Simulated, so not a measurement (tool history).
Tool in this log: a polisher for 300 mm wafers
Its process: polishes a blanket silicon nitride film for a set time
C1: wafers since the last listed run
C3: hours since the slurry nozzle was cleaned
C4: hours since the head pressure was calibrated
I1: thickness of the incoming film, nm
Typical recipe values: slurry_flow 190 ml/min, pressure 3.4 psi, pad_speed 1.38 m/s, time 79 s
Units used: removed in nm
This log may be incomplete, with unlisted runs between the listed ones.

{"run": 1, "day": 0.0, "slurry_flow": 190, "pressure": 3.4, "pad_speed": 1.38, "time": 79, "C1": 0, "wafers polished on this pad": 2465, "C3": 492.1, "C4": 770.7, "I1": 639.3, "removed": 143.5}
{"day": 1.029, "done": "slurry nozzle cleaned"}
{"run": 2, "day": 3.275, "slurry_flow": 190, "pressure": 3.4, "pad_speed": 1.38, "time": 79, "C1": 876, "wafers polished on this pad": 3342, "C3": 53.9, "C4": 849.3, "I1": 650.4, "removed": 157.6}
{"run": 3, "day": 5.279, "slurry_flow": 190, "pressure": 3.4, "pad_speed": 1.38, "time": 79, "C1": 543, "wafers polished on this pad": 3886, "C3": 102, "C4": 897.4, "I1": 664, "removed": 158.2}
{"day": 8.246, "done": "worn pad replaced by a new one"}
{"run": 4, "day": 9.733, "slurry_flow": 190, "pressure": 3.4, "pad_speed": 1.38, "time": 79, "C1": 1162, "wafers polished on this pad": 403, "C3": 208.9, "C4": 1004.3, "I1": 640.3, "removed": 158}
{"run": 5, "day": 11.767, "slurry_flow": 190, "pressure": 3.4, "pad_speed": 1.38, "time": 79, "C1": 551, "wafers polished on this pad": 955, "C3": 257.7, "C4": 1053.1, "I1": 642.8, "removed": 154.4}
{"day": 14.946, "done": "head pressure recalibrated"}
{"run": 6, "day": 15.429, "slurry_flow": 190, "pressure": 3.4, "pad_speed": 1.38, "time": 79, "C1": 970, "wafers polished on this pad": 1925, "C3": 345.6, "C4": 11.6, "I1": 654.8, "removed": 151.3}
{"day": 18.617, "done": "slurry nozzle cleaned"}
{"run": 7, "day": 21.429, "slurry_flow": 190, "pressure": 3.4, "pad_speed": 1.38, "time": 79, "C1": 1615, "wafers polished on this pad": 3541, "C3": 67.5, "C4": 155.6, "I1": 652.7, "removed": 154.3}
{"run": 8, "day": 23.779, "slurry_flow": 190, "pressure": 3.4, "pad_speed": 1.38, "time": 79, "C1": 637, "wafers polished on this pad": 4179, "C3": 123.9, "C4": 212, "I1": 639.1, "removed": 154.2}
{"run": 9, "day": 28.2, "slurry_flow": 190, "pressure": 3.4, "pad_speed": 1.38, "time": 79, "C1": 1198, "wafers polished on this pad": 5378, "C3": 230, "C4": 318.1, "I1": 639.3, "removed": 154.6}
{"day": 30.221, "done": "worn pad replaced by a new one"}
{"run": 10, "day": 31.592, "slurry_flow": 190, "pressure": 3.4, "pad_speed": 1.24, "time": 79, "C1": 874, "wafers polished on this pad": 371, "C3": 311.4, "C4": 399.5, "I1": 651.6, "removed": 140.7}
{"run": 11, "day": 34.988, "slurry_flow": 190, "pressure": 3.4, "pad_speed": 1.24, "time": 79, "C1": 920, "wafers polished on this pad": 1292, "C3": 392.9, "C4": 481, "I1": 650.1, "removed": 139.1}
{"day": 36.879, "done": "slurry nozzle cleaned"}
{"run": 12, "day": 38.754, "slurry_flow": 190, "pressure": 3.4, "pad_speed": 1.24, "time": 79, "C1": 1010, "wafers polished on this pad": 2302, "C3": 45, "C4": 571.4, "I1": 658.9, "removed": 143.6}
{"run": 13, "day": 41.45, "slurry_flow": 190, "pressure": 3.4, "pad_speed": 1.38, "time": 79, "C1": 731, "wafers polished on this pad": 3034, "C3": 109.7, "C4": 636.1, "I1": 651.2, "removed": 156.1}
{"run": 14, "day": 44.317, "slurry_flow": 190, "pressure": 3.4, "pad_speed": 1.38, "time": 79, "C1": 777, "wafers polished on this pad": 3811, "C3": 178.5, "C4": 704.9, "I1": 647.4, "removed": 155.3}
{"day": 46.767, "done": "worn pad replaced by a new one, of another model than before"}
{"run": 15, "day": 47.046, "slurry_flow": 190, "pressure": 3.4, "pad_speed": 1.38, "time": 79, "C1": 694, "wafers polished on this pad": 75, "C3": 244, "C4": 770.4, "I1": 643, "removed": 149.4}
{"run": 16, "day": 51.092, "slurry_flow": 190, "pressure": 4.3, "pad_speed": 1.38, "time": 52, "C1": 1097, "wafers polished on this pad": 1172, "C3": 341.1, "C4": 867.5, "I1": 656.5, "removed": 116.5}
{"run": 17, "day": 52.754, "slurry_flow": 190, "pressure": 3.4, "pad_speed": 1.38, "time": 79, "C1": 450, "wafers polished on this pad": 1623, "C3": 381, "C4": 907.4, "I1": 664.1, "removed": 151.8}
{"run": 18, "day": 56.346, "slurry_flow": 250, "pressure": 3, "pad_speed": 1.38, "time": 79, "C1": 974, "wafers polished on this pad": 2597, "C3": 467.2, "C4": 993.6, "I1": 643.4, "removed": 137.8}
{"day": 58.038, "done": "slurry nozzle cleaned"}
{"run": 19, "day": 60.417, "slurry_flow": 190, "pressure": 3.4, "pad_speed": 1.38, "time": 79, "C1": 1092, "wafers polished on this pad": 3690, "C3": 57.1, "C4": 1091.3, "I1": 649.5, "removed": 158}
{"run": 20, "day": 64.729, "slurry_flow": 190, "pressure": 3.4, "pad_speed": 1.04, "time": 60, "C1": 1169, "wafers polished on this pad": 4860, "C3": 160.6, "C4": 1194.8, "I1": 654.3, "removed": 101.2}
{"day": 66.425, "done": "head pressure recalibrated"}
{"run": 21, "day": 66.696, "slurry_flow": 220, "pressure": 4, "pad_speed": 1.38, "time": 79, "C1": 510, "wafers polished on this pad": 5371, "C3": 207.8, "C4": 6.5, "I1": 654.6, "removed": 175.3}
{"run": 22, "day": 68.238, "slurry_flow": 160, "pressure": 3.4, "pad_speed": 1.38, "time": 79, "C1": 418, "wafers polished on this pad": 5789, "C3": 244.8, "C4": 43.5, "I1": 648.9, "removed": 151.3}
{"day": 68.704, "done": "worn pad replaced by a new one"}
{"run": 23, "day": 72.246, "slurry_flow": 230, "pressure": 3.4, "pad_speed": 1.38, "time": 95, "C1": 1041, "wafers polished on this pad": 960, "C3": 341, "C4": 139.7, "I1": 643.3, "removed": 185.4}
{"run": 24, "day": 75.508, "slurry_flow": 190, "pressure": 3.4, "pad_speed": 1.24, "time": 79, "C1": 884, "wafers polished on this pad": 1844, "C3": 419.3, "C4": 218, "I1": 638.3, "removed": 144.8}
{"day": 77.35, "done": "slurry nozzle cleaned"}
{"run": 25, "day": 79.817, "slurry_flow": 125, "pressure": 3.7, "pad_speed": 0.98, "time": 79, "C1": 1157, "wafers polished on this pad": 3002, "C3": 59.2, "C4": 321.4, "I1": 659.4, "removed": 134.3}
{"run": 26, "day": 84.167, "slurry_flow": 230, "pressure": 3.4, "pad_speed": 1.38, "time": 95, "C1": 1179, "wafers polished on this pad": 4181, "C3": 163.6, "C4": 425.8, "I1": 651, "removed": 186.3}
{"day": 87.446, "done": "worn pad replaced by a new one"}
{"run": 27, "day": 88.2, "slurry_flow": 190, "pressure": 3.4, "pad_speed": 1.38, "time": 79, "C1": 1048, "wafers polished on this pad": 205, "C3": 260.4, "C4": 522.6, "I1": 640.7, "removed": 158.3}
{"run": 28, "day": 90.846, "slurry_flow": 150, "pressure": 3, "pad_speed": 1.38, "time": 79, "C1": 717, "wafers polished on this pad": 922, "C3": 323.9, "C4": 586.1, "I1": 643.9, "removed": 140}
{"run": 29, "day": 94.854, "slurry_flow": 125, "pressure": 3.4, "pad_speed": 1.54, "time": 71, "C1": 1087, "wafers polished on this pad": 2009, "C3": 420.1, "C4": 682.3, "I1": 650.9, "removed": 138.7}
{"run": 30, "day": 96.725, "slurry_flow": 170, "pressure": 3.4, "pad_speed": 1.8, "time": 102, "C1": 507, "wafers polished on this pad": 2517, "C3": 465, "C4": 727.2, "I1": 642.7, "removed": 225.1}

Each row is a separate what-if for the run after 30, all from the same tool condition, not one after another. Results?
{"run": "A", "day": 96.746, "slurry_flow": 190, "pressure": 4, "pad_speed": 1.38, "time": 79, "C1": 5, "wafers polished on this pad": 2522, "C3": 465.5, "C4": 727.7, "I1": 638, "removed": "?"}
{"run": "B", "day": 96.746, "slurry_flow": 205, "pressure": 3.4, "pad_speed": 1.86, "time": 79, "C1": 5, "wafers polished on this pad": 2522, "C3": 465.5, "C4": 727.7, "I1": 638, "removed": "?"}
{"run": "C", "day": 96.746, "slurry_flow": 210, "pressure": 3.4, "pad_speed": 1.72, "time": 79, "C1": 5, "wafers polished on this pad": 2522, "C3": 465.5, "C4": 727.7, "I1": 638, "removed": "?"}
{"run": "D", "day": 96.746, "slurry_flow": 155, "pressure": 2.9, "pad_speed": 0.92, "time": 53, "C1": 5, "wafers polished on this pad": 2522, "C3": 465.5, "C4": 727.7, "I1": 638, "removed": "?"}

run=A removed=168.9
run=B removed=181.3
run=C removed=173.5
run=D removed=73.8
With the hidden condition removed and each run's random variation left untouched, the same runs would have given:
run=A removed=175.8
run=B removed=188.4
run=C removed=180.2
run=D removed=77.2

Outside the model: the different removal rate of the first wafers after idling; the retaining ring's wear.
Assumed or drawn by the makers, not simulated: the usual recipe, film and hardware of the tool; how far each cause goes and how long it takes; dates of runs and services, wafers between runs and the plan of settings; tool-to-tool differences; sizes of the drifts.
